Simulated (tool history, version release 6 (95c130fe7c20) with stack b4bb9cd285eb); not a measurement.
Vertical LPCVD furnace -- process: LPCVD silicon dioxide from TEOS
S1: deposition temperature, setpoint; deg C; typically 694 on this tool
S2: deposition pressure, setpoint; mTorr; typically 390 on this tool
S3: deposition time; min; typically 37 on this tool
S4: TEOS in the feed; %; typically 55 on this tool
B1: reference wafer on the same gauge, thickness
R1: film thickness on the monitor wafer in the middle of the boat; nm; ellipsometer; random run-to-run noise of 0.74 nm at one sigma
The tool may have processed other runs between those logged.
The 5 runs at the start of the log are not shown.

{"run": 6, "hour": 83.1, "S1": 694, "S2": 335, "S3": 37, "S4": 55, "B1": 275.93, "R1": 222.51}
{"run": 7, "hour": 109.9, "S1": 694, "S2": 335, "S3": 37, "S4": 55, "B1": 276.15, "R1": 222.62}
{"hour": 137.5, "done": "TEOS flow controller replaced"}
{"run": 8, "hour": 138.0, "S1": 694, "S2": 390, "S3": 37, "S4": 55, "B1": 276.26, "R1": 240.6}
{"run": 9, "hour": 143.2, "S1": 694, "S2": 390, "S3": 37, "S4": 55, "B1": 275.68, "R1": 240.41}
{"run": 10, "hour": 188.3, "S1": 683, "S2": 310, "S3": 25.5, "S4": 55, "B1": 275.98, "R1": 114.37}
{"run": 11, "hour": 209.2, "S1": 694, "S2": 390, "S3": 37, "S4": 55, "B1": 276.03, "R1": 240.47}
{"run": 12, "hour": 218.2, "S1": 684, "S2": 350, "S3": 37, "S4": 62, "B1": 276.01, "R1": 191.22}
{"run": 13, "hour": 231.0, "S1": 694, "S2": 390, "S3": 37, "S4": 55, "B1": 276.02, "R1": 240.7}
{"run": 14, "hour": 244.0, "S1": 694, "S2": 390, "S3": 45.5, "S4": 61, "B1": 275.86, "R1": 310.99}
{"run": 15, "hour": 255.1, "S1": 694, "S2": 390, "S3": 37, "S4": 55, "B1": 276, "R1": 241.34}
{"run": 16, "hour": 276.0, "S1": 688, "S2": 335, "S3": 24.5, "S4": 48, "B1": 275.96, "R1": 119.41}
{"run": 17, "hour": 285.9, "S1": 705, "S2": 460, "S3": 33, "S4": 45, "B1": 275.78, "R1": 273.5}
{"hour": 301.0, "done": "gauge calibrated"}
{"run": 18, "hour": 304.3, "S1": 684, "S2": 345, "S3": 25, "S4": 47, "B1": 276.24, "R1": 111.88}
{"run": 19, "hour": 316.7, "S1": 701, "S2": 355, "S3": 29, "S4": 48, "B1": 276.06, "R1": 199.39}
{"run": 20, "hour": 328.1, "S1": 694, "S2": 390, "S3": 37, "S4": 61, "B1": 275.97, "R1": 253.59}
{"run": 21, "hour": 343.9, "S1": 704, "S2": 485, "S3": 25, "S4": 44, "B1": 276.01, "R1": 205.22}
{"run": 22, "hour": 353.3, "S1": 704, "S2": 390, "S3": 37, "S4": 55, "B1": 276.07, "R1": 305.71}
{"run": 23, "hour": 372.1, "S1": 694, "S2": 390, "S3": 37, "S4": 55, "B1": 275.99, "R1": 241.01}
{"run": 24, "hour": 387.7, "S1": 694, "S2": 480, "S3": 37, "S4": 48, "B1": 276, "R1": 252}
{"run": 25, "hour": 400.9, "S1": 694, "S2": 440, "S3": 37, "S4": 55, "B1": 275.94, "R1": 256.95}
{"run": 26, "hour": 413.7, "S1": 694, "S2": 390, "S3": 37, "S4": 55, "B1": 275.9, "R1": 242.36}
{"run": 27, "hour": 430.2, "S1": 694, "S2": 485, "S3": 28.5, "S4": 45, "B1": 275.92, "R1": 188.09}
{"run": 28, "hour": 444.4, "S1": 701, "S2": 445, "S3": 49, "S4": 48, "B1": 275.86, "R1": 377.3}
{"run": 29, "hour": 465.3, "S1": 694, "S2": 390, "S3": 41.5, "S4": 55, "B1": 275.85, "R1": 271.73}
{"run": 30, "hour": 481.9, "S1": 700, "S2": 390, "S3": 37, "S4": 55, "B1": 275.98, "R1": 279.29}

Predict each of these 5 candidate next runs independently; none follows another, all start after run 30:
{"run": "A", "hour": 487.2, "S1": 694, "S2": 390, "S3": 37, "S4": 55, "B1": "?", "R1": "?"}
{"run": "B", "hour": 487.2, "S1": 685, "S2": 475, "S3": 47, "S4": 49, "B1": "?", "R1": "?"}
{"run": "C", "hour": 487.2, "S1": 698, "S2": 390, "S3": 46.5, "S4": 61, "B1": "?", "R1": "?"}
{"run": "D", "hour": 487.2, "S1": 694, "S2": 390, "S3": 48.5, "S4": 50, "B1": "?", "R1": "?"}
{"run": "E", "hour": 487.2, "S1": 689, "S2": 435, "S3": 26, "S4": 55, "B1": "?", "R1": "?"}

run=A B1=276 R1=241.44
run=B B1=276 R1=257.98
run=C B1=276 R1=350.96
run=D B1=276 R1=301.75
run=E B1=276 R1=159.2
Had the tool no hidden state, the same runs would have come out as:
run=A R1=239.06
run=B R1=255.39
run=C R1=347.52
run=D R1=298.78
run=E R1=157.61
